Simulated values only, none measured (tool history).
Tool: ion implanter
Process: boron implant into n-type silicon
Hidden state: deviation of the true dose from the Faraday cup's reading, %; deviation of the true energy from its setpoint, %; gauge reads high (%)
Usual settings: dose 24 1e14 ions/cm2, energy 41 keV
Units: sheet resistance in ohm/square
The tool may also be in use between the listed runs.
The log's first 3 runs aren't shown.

run	hour	dose	energy	wafers since the last listed run	hours since the last dose calibration	hours since the extraction supply was calibrated	hours since the gauge calibration	read-back reference wafer on the same gauge, sheet resistance	sheet resistance
4	193	24	41	1100	612.7	2937.9	2126.9	61.72	67.98
5	284.9	24	41	1620	704.6	3029.8	2218.8	61.61	67.68
# hour 316.8: Faraday cup replaced and dose calibrated
6	366.3	21.67	41	1294	49.5	3111.2	2300.2	61.68	71.72
7	453.5	24	31	1537	136.7	3198.4	2387.4	61.74	70.54
8	538.3	18.39	34	1495	221.5	3283.2	2472.2	61.72	81.67
9	628.3	24	41	1586	311.5	3373.2	2562.2	61.77	67.74
10	694	24	47.5	1158	377.2	3438.9	2627.9	61.71	66.26
11	784.3	24	47.5	1592	467.5	3529.2	2718.2	61.73	66.51
12	832.4	24	47.5	848	515.6	3577.3	2766.3	61.7	66.65
13	873.3	18.35	35	721	556.5	3618.2	2807.2	61.67	82.18
14	956	30.57	41	1458	639.2	3700.9	2889.9	61.72	58.95
15	1000.3	21.08	44.5	781	683.5	3745.2	2934.2	61.66	73.09
16	1044.9	27.28	53.5	786	728.1	3789.8	2978.8	61.8	60.03
# hour 1123: Faraday cup replaced and dose calibrated
17	1141.3	29.9	51	1558	18.3	3886.2	3075.2	61.71	56.67
18	1181.8	24	41	714	58.8	3926.7	3115.7	61.75	67.48
19	1282.6	21.98	34	1777	159.6	4027.5	3216.5	61.72	73.13
20	1358.7	18.69	31	1341	235.7	4103.6	3292.6	61.72	81.77
21	1415.6	28.33	51.5	1003	292.6	4160.5	3349.5	61.64	58.96
22	1505.5	24	54	1585	382.5	4250.4	3439.4	61.69	65.33
23	1602.4	17.21	41	1708	479.4	4347.3	3536.3	61.7	84.53
# hour 1611.1: extraction supply calibrated
24	1681.7	20.16	53.5	1257	558.7	70.6	3615.6	61.7	73.82
25	1753	28.58	29.5	1257	630	141.9	3686.9	61.77	65.89
# hour 1829: Faraday cup replaced and dose calibrated
26	1847.6	26.33	41	1526	18.6	236.5	3781.5	61.67	63.19
27	1884.1	27.91	45.5	643	55.1	273	3818	61.72	60.06
28	1988.8	17.1	45.5	1846	159.8	377.7	3922.7	61.73	83.33

Run 29 comes next. What will it give?
# hour 2037.2: gauge calibrated
29	2059.5	30.73	34	1246	230.5	448.4	22.3	?	?

read-back reference wafer on the same gauge, sheet resistance: 61.64
sheet resistance: 61.33 ohm/square
Without the tool's hidden state the same run would have given sheet resistance 60.99 ohm/square.
